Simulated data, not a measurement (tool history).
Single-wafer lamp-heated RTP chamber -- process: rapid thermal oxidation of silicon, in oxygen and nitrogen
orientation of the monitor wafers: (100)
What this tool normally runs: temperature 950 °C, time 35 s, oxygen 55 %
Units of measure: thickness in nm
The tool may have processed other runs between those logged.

run,hour,temperature,time,oxygen,"read-back reference wafer on the same gauge, thickness",thickness
1,0.0,950,35,78,2.839,3.168
2,81.6,950,35,55,2.839,2.939
3,179.4,950,35,55,2.839,2.939
4,273.8,950,35,55,2.839,2.947
5,359.6,950,35,55,2.837,2.942
6,443.9,950,40,55,2.840,3.081
7,539.9,950,35,55,2.840,2.974
# hour 567.6: pyrometer window cleaned and pyrometer calibrated
8,615.8,950,35,55,2.839,3.001
9,711.8,950,35,55,2.838,3.000
10,753.4,950,35,55,2.843,3.014
11,794.0,950,35,55,2.840,3.014
12,860.7,950,49,69,2.838,3.575
13,919.7,950,35,55,2.837,3.007
14,1010.9,970,35,55,2.843,3.385
# hour 1033.5: pyrometer window cleaned and pyrometer calibrated, repeated, since the last time left the tool worse
15,1098.5,961,35,55,2.840,3.094
16,1136.8,950,35,55,2.837,2.922
# hour 1161.6: oxygen flow controller replaced
17,1225.0,950,35,35,2.841,2.704
18,1328.0,970,42,34,2.839,3.102
19,1364.4,926,35,26,2.839,2.418
# hour 1404.0: gauge calibrated
20,1448.3,922,26,69,2.837,2.538
21,1512.3,942,21,67,2.840,2.578
# hour 1621.5: pyrometer window cleaned and pyrometer calibrated
22,1622.0,950,35,55,2.840,2.929
23,1683.8,950,30,63,2.842,2.867
24,1768.3,968,19,44,2.842,2.591
25,1811.1,975,25,72,2.839,3.210
26,1872.9,968,47,40,2.840,3.292
27,1947.0,950,19,55,2.841,2.503
28,1987.7,950,35,55,2.838,2.933
29,2054.2,950,45,34,2.837,2.881
30,2106.8,958,35,55,2.840,3.075
31,2167.7,979,52,76,2.840,4.466
32,2213.9,950,35,55,2.841,2.976
# hour 2277.2: pyrometer window cleaned and pyrometer calibrated
33,2289.5,950,35,55,2.836,2.924
34,2348.9,921,41,35,2.842,2.532
35,2441.6,950,42,37,2.838,2.852
36,2537.6,960,35,29,2.840,2.722

Some steps in thickness between neighbouring runs. How much of each would the tool show without its hidden state too (settings, what came in, random variation), and how much is left for the hidden state, with any gauge scatter that isn't in both results?
Hidden state present: true wafer temperature minus pyrometer reading, K; deviation of the oxygen flow from its setpoint, %; gauge reads high (%).
Run 11 -> 12: time 35 -> 49, oxygen 55 -> 69. thickness +0.561 nm: hidden state +0.043, all else +0.518.
Run 14 -> 15: temperature 970 -> 961, pyrometer window cleaned and pyrometer calibrated, repeated, since the last time left the tool worse. thickness -0.291 nm: hidden state -0.117, all else -0.174.
Run 26 -> 27: temperature 968 -> 950, time 47 -> 19, oxygen 40 -> 55. thickness -0.789 nm: hidden state -0.001, all else -0.788.
Run 30 -> 31: temperature 958 -> 979, time 35 -> 52, oxygen 55 -> 76. thickness +1.391 nm: hidden state +0.044, all else +1.347.
Run 31 -> 32: temperature 979 -> 950, time 52 -> 35, oxygen 76 -> 55. thickness -1.490 nm: hidden state -0.033, all else -1.457.

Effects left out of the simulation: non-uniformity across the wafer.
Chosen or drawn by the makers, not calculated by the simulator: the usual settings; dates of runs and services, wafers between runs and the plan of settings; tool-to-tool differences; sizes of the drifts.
